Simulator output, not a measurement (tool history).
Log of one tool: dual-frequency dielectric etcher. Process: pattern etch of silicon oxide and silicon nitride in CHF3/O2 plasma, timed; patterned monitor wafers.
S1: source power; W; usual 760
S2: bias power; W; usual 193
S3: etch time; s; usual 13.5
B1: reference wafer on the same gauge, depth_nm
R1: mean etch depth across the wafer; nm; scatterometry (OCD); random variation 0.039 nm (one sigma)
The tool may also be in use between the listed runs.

run,hour,S1,S2,S3,B1,R1
1,0.0,760,193,13.5,18.80,21.90
2,28.0,760,193,13.5,18.80,21.95
3,76.2,760,193,16.0,18.80,26.11
4,130.7,760,193,16.0,18.80,26.20
5,173.8,760,193,16.0,18.79,26.21
# hour 257.9: wet clean of the chamber
6,258.4,760,193,12.5,18.80,20.28
7,269.7,760,193,12.5,18.81,20.34
8,317.7,760,193,13.5,18.79,21.97
9,373.7,760,193,13.5,18.79,21.98
# hour 504.7: gauge calibrated
10,529.0,760,193,13.5,18.79,22.13
# hour 542.8: bias power generator calibrated
# hour 573.6: source power generator calibrated
11,579.7,670,193,15.0,18.80,22.88
# hour 609.5: upper electrode replaced
12,614.0,940,217,13.5,18.79,24.27
# hour 651.2: wet clean of the chamber
13,660.9,610,176,13.5,18.80,19.23
14,717.4,620,151,9.5,18.79,13.17
15,758.4,570,217,17.0,18.80,24.95
16,784.6,760,193,13.5,18.80,21.57
17,828.6,760,215,13.5,18.79,22.19
18,888.5,760,193,11.0,18.80,17.65
19,923.9,610,193,11.5,18.80,16.91

Hidden state or all else? Some run-to-run changes of R1, split into what the settings, what came in and random variation would give without the hidden state, and what is left for the hidden state (with any gauge scatter that isn't in both results):
The hidden state here: etch rate over this chamber's usual, %; source power that arrives over what is set, %; bias power that arrives over what is set, %; gauge reads high (%).
Run 10 -> 11: S1 760 -> 670, S3 13.5 -> 15.0, bias power generator calibrated, source power generator calibrated. R1 +0.75 nm: hidden state -0.43, all else +1.18.
Run 14 -> 15: S1 620 -> 570, S2 151 -> 217, S3 9.5 -> 17.0. R1 +11.78 nm: hidden state +0.07, all else +11.71.
